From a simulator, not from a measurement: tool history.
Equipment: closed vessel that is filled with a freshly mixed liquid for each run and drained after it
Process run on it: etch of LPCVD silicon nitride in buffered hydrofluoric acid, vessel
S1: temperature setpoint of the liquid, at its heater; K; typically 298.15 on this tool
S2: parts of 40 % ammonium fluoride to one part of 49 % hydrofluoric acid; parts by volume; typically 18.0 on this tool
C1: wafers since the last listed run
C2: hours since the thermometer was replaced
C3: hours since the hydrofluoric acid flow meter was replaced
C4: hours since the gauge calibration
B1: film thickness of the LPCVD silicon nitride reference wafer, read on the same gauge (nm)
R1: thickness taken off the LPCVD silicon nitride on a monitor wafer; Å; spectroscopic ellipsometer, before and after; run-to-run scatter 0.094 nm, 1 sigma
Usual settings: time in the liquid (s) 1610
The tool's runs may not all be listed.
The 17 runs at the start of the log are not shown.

run 18 day=19.000 | S1=298.15 S2=18.0 time_in_the_liquid_(s)=1610 | C1=1087 C2=224.1 C3=219.4 C4=81.6 | B1=80.01 | R1=134.0
run 19 day=19.883 | S1=298.15 S2=18.0 time_in_the_liquid_(s)=1610 | C1=1006 C2=245.3 C3=240.6 C4=102.8 | B1=80.02 | R1=134.8
run 20 day=20.733 | S1=298.15 S2=18.0 time_in_the_liquid_(s)=1610 | C1=968 C2=265.7 C3=261.0 C4=123.2 | B1=79.99 | R1=133.3
run 21 day=21.896 | S1=298.15 S2=12.0 time_in_the_liquid_(s)=1610 | C1=1324 C2=293.6 C3=288.9 C4=151.1 | B1=79.98 | R1=197.7
run 22 day=23.304 | S1=296.15 S2=13.0 time_in_the_liquid_(s)=850 | C1=1605 C2=327.4 C3=322.7 C4=184.9 | B1=79.99 | R1=87.3
run 23 day=24.217 | S1=298.15 S2=18.0 time_in_the_liquid_(s)=1610 | C1=1040 C2=349.3 C3=344.6 C4=206.8 | B1=79.99 | R1=131.9
run 24 day=24.733 | S1=294.65 S2=18.0 time_in_the_liquid_(s)=2425 | C1=588 C2=361.7 C3=357.0 C4=219.2 | B1=80.00 | R1=165.7
run 25 day=25.271 | S1=295.65 S2=15.0 time_in_the_liquid_(s)=2250 | C1=612 C2=374.6 C3=369.9 C4=232.1 | B1=80.00 | R1=190.8
run 26 day=26.446 | S1=295.15 S2=20.0 time_in_the_liquid_(s)=1075 | C1=1339 C2=402.8 C3=398.1 C4=260.3 | B1=79.98 | R1=67.9
run 27 day=27.929 | S1=298.15 S2=18.0 time_in_the_liquid_(s)=1610 | C1=1690 C2=438.4 C3=433.7 C4=295.9 | B1=79.98 | R1=131.3
run 28 day=29.042 | S1=298.15 S2=23.5 time_in_the_liquid_(s)=1610 | C1=1268 C2=465.1 C3=460.4 C4=322.6 | B1=79.98 | R1=106.7
run 29 day=30.467 | S1=295.15 S2=21.0 time_in_the_liquid_(s)=1945 | C1=1624 C2=499.3 C3=494.6 C4=356.8 | B1=79.99 | R1=116.2
run 30 day=31.142 | S1=294.65 S2=18.0 time_in_the_liquid_(s)=1175 | C1=769 C2=515.5 C3=510.8 C4=373.0 | B1=80.00 | R1=77.7

Predict each of these 3 candidate next runs independently; none follows another, all start after run 30:
run A day=31.188 | S1=298.15 S2=18.0 time_in_the_liquid_(s)=1610 | C1=52 C2=516.6 C3=511.9 C4=374.1 | B1=? | R1=?
run B day=31.188 | S1=293.65 S2=20.5 time_in_the_liquid_(s)=740 | C1=52 C2=516.6 C3=511.9 C4=374.1 | B1=? | R1=?
run C day=31.188 | S1=296.15 S2=18.0 time_in_the_liquid_(s)=1610 | C1=52 C2=516.6 C3=511.9 C4=374.1 | B1=? | R1=?

run=A B1=80.02 R1=130.4
run=B B1=80.02 R1=41.8
run=C B1=80.02 R1=116.8
Take away the tool's hidden state, keep each run's random variation, and the runs would have read:
run=A R1=141.7
run=B R1=45.0
run=C R1=127.1
